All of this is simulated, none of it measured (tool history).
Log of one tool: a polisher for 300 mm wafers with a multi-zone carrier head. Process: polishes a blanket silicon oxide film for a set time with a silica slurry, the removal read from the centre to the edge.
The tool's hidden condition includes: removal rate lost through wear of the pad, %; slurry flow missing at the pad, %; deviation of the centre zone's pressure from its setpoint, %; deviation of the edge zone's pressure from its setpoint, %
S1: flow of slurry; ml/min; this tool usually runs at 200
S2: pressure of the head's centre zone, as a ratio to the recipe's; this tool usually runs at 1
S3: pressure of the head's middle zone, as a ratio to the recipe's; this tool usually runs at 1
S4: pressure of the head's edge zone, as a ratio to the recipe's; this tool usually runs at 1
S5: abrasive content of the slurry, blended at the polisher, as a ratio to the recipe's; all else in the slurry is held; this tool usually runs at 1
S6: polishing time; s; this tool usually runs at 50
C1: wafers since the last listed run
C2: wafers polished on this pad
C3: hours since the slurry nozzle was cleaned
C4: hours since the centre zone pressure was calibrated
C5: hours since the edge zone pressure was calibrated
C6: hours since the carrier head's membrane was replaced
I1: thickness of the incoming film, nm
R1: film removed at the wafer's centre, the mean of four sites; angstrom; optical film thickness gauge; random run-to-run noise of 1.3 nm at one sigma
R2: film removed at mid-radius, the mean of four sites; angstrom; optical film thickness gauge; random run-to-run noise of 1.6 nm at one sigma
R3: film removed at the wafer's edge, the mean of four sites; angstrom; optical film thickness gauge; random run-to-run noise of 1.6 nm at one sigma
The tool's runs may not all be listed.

run,hour,S1,S2,S3,S4,S5,S6,C1,C2,C3,C4,C5,C6,I1,R1,R2,R3
1,0,165,1,0.92,1,1,50,0,652,263,158.9,452.2,372.5,1883.8,1476,1341,1485
# hour 35.5: slurry nozzle cleaned
2,52.6,200,1,1,1,1,50,571,1223,17.1,211.5,504.8,425.1,1859.9,1696,1599,1602
# hour 73.5: worn pad replaced by a new one
3,76.9,200,1,1,1,1,50,224,37,41.4,235.8,529.1,449.4,1857.3,1722,1641,1621
# hour 107: carrier head's membrane replaced by a new one
4,144.3,200,1,1,1,1,50,690,727,108.8,303.2,596.5,37.3,1863.3,1700,1586,1615
5,214.9,200,1,1,1,1,50,781,1509,179.4,373.8,667.1,107.9,1860.2,1673,1592,1581
# hour 239.4: worn pad replaced by a new one
6,254.4,200,1,1,1,1,50,392,165,218.9,413.3,706.6,147.4,1876.7,1644,1570,1568
7,281.3,200,1,1,1,1,50,297,463,245.8,440.2,733.5,174.3,1881.8,1633,1532,1552
8,318.6,200,1,1,1,1,50,412,876,283.1,477.5,770.8,211.6,1860.1,1603,1500,1539
# hour 336.6: slurry nozzle cleaned
# hour 350.7: edge zone pressure recalibrated
9,387.7,245,0.95,1,1,0.9,50,731,1607,51.1,546.6,37,280.7,1857.5,1562,1542,1560
# hour 396.1: worn pad replaced by a new one
10,414.6,220,1,1,1,1,50,253,205,78,573.5,63.9,307.6,1905.5,1742,1624,1611
11,441.5,200,1,1.1,1,1.1,50,297,502,104.9,600.4,90.8,334.5,1872.6,1818,1824,1705
# hour 464: centre zone pressure recalibrated
12,504.4,200,0.9,1,1,0.85,50,673,1176,167.8,40.4,153.7,397.4,1891.2,1316,1437,1439
# hour 524: worn pad replaced by a new one
13,566.7,245,0.95,1,1,0.9,50,645,472,230.1,102.7,216,459.7,1868.2,1512,1511,1501
# hour 593: carrier head's membrane replaced by a new one
# hour 613.1: slurry nozzle cleaned
14,626.6,200,1,1,1,0.8,50,596,1068,13.5,162.6,275.9,33.6,1856.1,1443,1350,1356
15,684.5,200,1,1,1,1.15,50,640,1709,71.4,220.5,333.8,91.5,1876.1,1853,1736,1741
# hour 688.5: worn pad replaced by a new one
16,743.2,200,0.91,1,1,1,45,605,605,130.1,279.2,392.5,150.2,1910.4,1357,1433,1425

Consider 3 possible next runs. They are alternatives, not a sequence: every one starts from the tool as it was left by run 16. What does each give?
A,743.6,200,1,1,1,1,50,4,609,130.5,279.6,392.9,150.6,1914.8,?,?,?
B,743.6,200,1.07,1,1,0.75,50,4,609,130.5,279.6,392.9,150.6,1914.8,?,?,?
C,743.6,200,1,1,1,1.2,50,4,609,130.5,279.6,392.9,150.6,1914.8,?,?,?

run,R1,R2,R3
A,1677,1629,1577
B,1447,1312,1271
C,1861,1807,1750
With no hidden state in the tool, these same runs would have given:
run,R1,R2,R3
A,1658,1656,1596
B,1431,1334,1286
C,1840,1837,1771
